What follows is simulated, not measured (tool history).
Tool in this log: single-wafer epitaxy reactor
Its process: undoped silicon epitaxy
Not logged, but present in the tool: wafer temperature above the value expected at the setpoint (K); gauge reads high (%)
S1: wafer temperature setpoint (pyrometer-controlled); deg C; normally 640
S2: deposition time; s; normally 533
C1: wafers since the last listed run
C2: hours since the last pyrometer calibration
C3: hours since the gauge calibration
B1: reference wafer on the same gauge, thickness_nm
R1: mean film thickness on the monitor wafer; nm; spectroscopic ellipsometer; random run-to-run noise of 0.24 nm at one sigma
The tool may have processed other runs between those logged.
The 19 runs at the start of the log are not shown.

run	day	S1	S2	C1	C2	C3	B1	R1
# day 12.338: pyrometer calibrated
20	12.358	629	627	52	0.5	286	59.354	80.737
21	12.6	640	533	28	6.3	291.8	59.364	85.729
22	13.012	636	436	47	16.2	301.7	59.349	65.227
23	13.604	632	455	68	30.4	315.9	59.378	62.469
# day 13.9: gauge calibrated
24	13.917	654	446	36	37.9	0.4	59.455	96.834
25	14.638	640	533	83	55.2	17.7	59.403	86.761
26	15.358	651	596	83	72.5	35	59.388	122.277
27	16.033	640	533	78	88.7	51.2	59.413	87.745
# day 16.717: pyrometer calibrated, repeated, since the last time left the tool worse
28	16.738	626	563	43	0.5	68.1	59.45	57.624
29	17.046	636	533	35	7.9	75.5	59.455	68.077
30	17.771	644	533	84	25.3	92.9	59.365	80.629
31	18.379	626	439	70	39.9	107.5	59.357	44.98
32	18.833	640	533	52	50.8	118.4	59.39	74.749
33	19.358	651	442	61	63.4	131	59.403	78.225
34	19.85	640	533	57	75.2	142.8	59.436	74.755
35	20.525	653	596	78	91.4	159	59.388	110.042
36	20.783	653	495	30	97.6	165.2	59.427	91.561
37	21.3	640	533	60	110	177.6	59.452	74.928

What if the next run were any one of these 5? Each begins from the tool's condition after run 37:
A	21.321	640	533	2	110.5	178.1	?	?
B	21.321	627	445	2	110.5	178.1	?	?
C	21.321	651	455	2	110.5	178.1	?	?
D	21.321	628	430	2	110.5	178.1	?	?
E	21.321	629	574	2	110.5	178.1	?	?

run	B1	R1
A	59.364	74.908
B	59.364	47.236
C	59.364	80.609
D	59.364	46.653
E	59.364	63.649
The same runs, with their run-to-run variation unchanged, on a tool lacking any hidden condition would have given:
run	R1
A	74.092
B	46.707
C	79.75
D	46.132
E	62.94

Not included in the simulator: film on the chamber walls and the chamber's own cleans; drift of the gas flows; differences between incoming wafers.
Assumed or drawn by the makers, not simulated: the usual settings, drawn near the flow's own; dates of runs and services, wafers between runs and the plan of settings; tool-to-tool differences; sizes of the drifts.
